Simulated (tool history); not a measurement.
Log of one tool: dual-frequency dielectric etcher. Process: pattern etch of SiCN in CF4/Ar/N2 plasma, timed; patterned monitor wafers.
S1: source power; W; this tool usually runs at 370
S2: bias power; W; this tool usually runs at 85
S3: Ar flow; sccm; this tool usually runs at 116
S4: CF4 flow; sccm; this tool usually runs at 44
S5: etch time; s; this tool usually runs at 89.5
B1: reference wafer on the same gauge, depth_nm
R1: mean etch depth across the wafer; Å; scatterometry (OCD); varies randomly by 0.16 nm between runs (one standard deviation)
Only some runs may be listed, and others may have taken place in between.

| run | hour | S1 | S2 | S3 | S4 | S5 | B1 | R1 |
|---|---|---|---|---|---|---|---|---|
| 1 | 0.0 | 370 | 85 | 116 | 44 | 89.5 | 50.2 | 617 |
|  | 40.8 | gauge calibrated |
| 2 | 51.1 | 320 | 85 | 124 | 44 | 89.5 | 50.2 | 545 |
| 3 | 119.9 | 320 | 85 | 124 | 44 | 89.5 | 50.2 | 543 |
| 4 | 157.9 | 310 | 85 | 116 | 44 | 89.5 | 50.2 | 536 |
|  | 198.6 | bias power generator calibrated |
|  | 238.4 | upper electrode replaced |
| 5 | 238.9 | 310 | 85 | 116 | 44 | 89.5 | 50.2 | 537 |
| 6 | 246.4 | 370 | 85 | 116 | 44 | 89.5 | 50.2 | 621 |
|  | 295.7 | wet clean of the chamber |
| 7 | 296.2 | 370 | 85 | 116 | 44 | 89.5 | 50.2 | 615 |
| 8 | 298.4 | 370 | 85 | 116 | 44 | 89.5 | 50.2 | 617 |
| 9 | 344.2 | 370 | 85 | 116 | 44 | 89.5 | 50.2 | 617 |
| 10 | 390.1 | 370 | 85 | 116 | 44 | 89.5 | 50.2 | 620 |
|  | 451.7 | Ar flow controller replaced |
| 11 | 452.2 | 370 | 85 | 116 | 44 | 89.5 | 50.2 | 617 |
| 12 | 482.1 | 370 | 101 | 116 | 37 | 89.5 | 50.2 | 647 |
| 13 | 525.7 | 370 | 78 | 116 | 37 | 89.5 | 50.2 | 572 |
|  | 548.5 | CF4 flow controller replaced |
| 14 | 591.9 | 330 | 91 | 116 | 50 | 73.0 | 50.2 | 485 |
|  | 611.7 | gauge calibrated |
|  | 646.8 | source power generator calibrated |
|  | 651.7 | wet clean of the chamber |
| 15 | 652.2 | 330 | 79 | 116 | 53 | 66.0 | 50.2 | 418 |
| 16 | 681.2 | 370 | 85 | 96 | 44 | 89.5 | 50.2 | 635 |
| 17 | 731.6 | 370 | 85 | 116 | 44 | 89.5 | 50.2 | 619 |
| 18 | 773.2 | 430 | 85 | 116 | 44 | 89.5 | 50.2 | 691 |
| 19 | 841.2 | 370 | 85 | 116 | 44 | 89.5 | 50.2 | 618 |
| 20 | 911.6 | 370 | 85 | 116 | 40 | 89.5 | 50.2 | 604 |

What the log doesn't show, run by run:
etch rate over this chamber's usual, %: 0 on each run
source power that arrives over what is set, %: 0 on each run
bias power that arrives over what is set, %: 0 on each run
Ar flow that arrives over what is set, %: 0 on each run
CF4 flow that arrives over what is set, %: 0 on each run
gauge reads high (%): 0 on each run
